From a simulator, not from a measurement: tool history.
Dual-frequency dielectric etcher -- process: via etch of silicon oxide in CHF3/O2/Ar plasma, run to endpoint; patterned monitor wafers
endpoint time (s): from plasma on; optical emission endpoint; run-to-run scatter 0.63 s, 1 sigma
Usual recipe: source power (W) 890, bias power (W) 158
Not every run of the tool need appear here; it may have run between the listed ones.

run	hour	source power (W)	bias power (W)	wafers since the last listed run	hours since the last wet clean	hours since the last source power generator calibration	hours since the last bias power generator calibration	hours since the last upper electrode change	incoming incoming film thickness, nm	endpoint time (s)
1	0.0	890	158	0	348.2	1389.9	2943.8	3274.8	470.8	206.3
2	15.7	890	158	65	363.9	1405.6	2959.5	3290.5	471.9	205.6
3	27.1	890	158	47	375.3	1417.0	2970.9	3301.9	473.6	207.7
4	44.3	890	188	72	392.5	1434.2	2988.1	3319.1	472.6	194.0
5	52.0	890	188	32	400.2	1441.9	2995.8	3326.8	469.3	191.6
6	76.5	890	188	102	424.7	1466.4	3020.3	3351.3	470.7	193.5
7	93.3	1000	158	70	441.5	1483.2	3037.1	3368.1	470.8	199.3
# hour 124.9: wet clean of the chamber
8	143.7	1000	158	110	18.8	1533.6	3087.5	3418.5	469.8	202.7
9	152.2	890	158	35	27.3	1542.1	3096.0	3427.0	467.4	208.1
# hour 168.9: bias power generator calibrated
# hour 181.8: source power generator calibrated
# hour 182.6: upper electrode replaced
10	183.1	890	181	93	58.2	1.3	14.2	0.5	466.6	196.6
11	183.5	890	158	1	58.6	1.7	14.6	0.9	472.7	209.7
12	230.6	760	133	197	105.7	48.8	61.7	48.0	469.7	227.8
13	244.4	890	188	58	119.5	62.6	75.5	61.8	472.4	197.1
14	251.4	950	123	29	126.5	69.6	82.5	68.8	466.0	219.6
15	262.7	1090	158	47	137.8	80.9	93.8	80.1	475.4	199.8
16	279.0	1060	139	68	154.1	97.2	110.1	96.4	471.7	207.5
17	296.9	890	176	75	172.0	115.1	128.0	114.3	477.1	202.7
18	314.0	790	191	71	189.1	132.2	145.1	131.4	473.2	200.6
19	327.5	710	183	56	202.6	145.7	158.6	144.9	470.1	206.3
20	344.1	740	171	69	219.2	162.3	175.2	161.5	470.6	210.3
21	350.5	750	188	26	225.6	168.7	181.6	167.9	470.1	202.2

Take each entry between the runs: how does the hidden state at the last listed run before it differ from the hidden state at the first listed run after it?
Between runs 7 and 8: wet clean of the chamber (hour 124.9)
  etch rate over this chamber's usual, %: 2.73 -> 0.321
  difference, measured minus the result without the unlogged condition, endpoint time (s): -5.4 -> -0.6
Between runs 9 and 10: bias power generator calibrated (hour 168.9); source power generator calibrated (hour 181.8); upper electrode replaced (hour 182.6)
  etch rate over this chamber's usual, %: 0.382 -> 0.605
  difference, measured minus the result without the unlogged condition, endpoint time (s): -0.8 -> -1.2
